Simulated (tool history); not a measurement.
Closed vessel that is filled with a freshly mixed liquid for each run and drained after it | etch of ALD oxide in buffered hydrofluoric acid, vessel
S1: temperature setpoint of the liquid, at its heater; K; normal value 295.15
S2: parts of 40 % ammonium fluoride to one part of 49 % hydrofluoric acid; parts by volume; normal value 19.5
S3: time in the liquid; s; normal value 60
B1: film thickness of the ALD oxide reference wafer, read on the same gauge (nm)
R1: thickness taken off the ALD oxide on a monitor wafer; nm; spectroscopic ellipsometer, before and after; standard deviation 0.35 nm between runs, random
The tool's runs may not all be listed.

run	hour	S1	S2	S3	B1	R1
1	0	296.15	19.5	35	49.99	26.49
2	32.9	296.15	19.5	35	49.98	26.61
3	68.6	295.15	16.5	35	50.01	29.87
4	87.6	295.15	16.5	35	49.99	30.25
5	100.1	295.15	19.5	50	49.97	36.4
6	119.9	295.15	19.5	50	50	36.32
7	151.5	295.15	19.5	60	49.98	44.07
8	169.1	295.15	19.5	60	50.01	44.24
9	187.4	295.15	19.5	60	50	44.56
10	211.2	295.15	19.5	60	50.03	45.11
11	245.2	295.15	19.5	70	50.02	52.45
12	263.9	295.15	15	45	50	43.85
13	277.6	295.15	15	45	49.98	43.9
14	290.1	291.15	19.5	50	49.98	30.19
15	314.9	295.15	19.5	75	50.01	56.51
16	345.7	295.15	19.5	60	50	46.26
# hour 346.7: hydrofluoric acid flow meter replaced
# hour 350.2: gauge calibrated
17	424.7	293.65	19.5	60	50.01	43.39
18	452.9	295.15	19.5	60	50.01	46.28
19	482.8	295.15	12.5	40	49.98	48.53
# hour 497.9: thermometer replaced
20	516.1	295.15	19.5	60	50	43.12
21	535.8	295.15	26.5	40	50	22.78
22	550.6	293.65	19.5	70	50	46.1
23	570.3	295.15	27	75	50	42.55
24	590	295.15	14.5	75	50.01	73.48
25	615.7	293.15	22	60	49.99	35.53
26	649.5	298.15	17	30	49.99	29.56
27	663.8	299.65	27	50	50	37.45

Difference, measured minus no-hidden-state, one row per run. Run-to-run variation is common to both terms; the gauge's own scatter need not be:
Hidden conditions of the tool in this case: liquid hotter than its thermometer reads (K); hydrofluoric acid flow below the setpoint (%); gauge reads high (%).
run	R1
1	+0.42
2	+0.58
3	+0.85
4	+0.96
5	+1.23
6	+1.36
7	+1.89
8	+2.03
9	+2.19
10	+2.38
11	+3.09
12	+2.72
13	+2.81
14	+2.05
15	+3.97
16	+3.48
17	+3.87
18	+4.3
19	+4.74
20	+0.31
21	+0.24
22	+0.62
23	+0.73
24	+1.49
25	+0.89
26	+0.88
27	+1.22
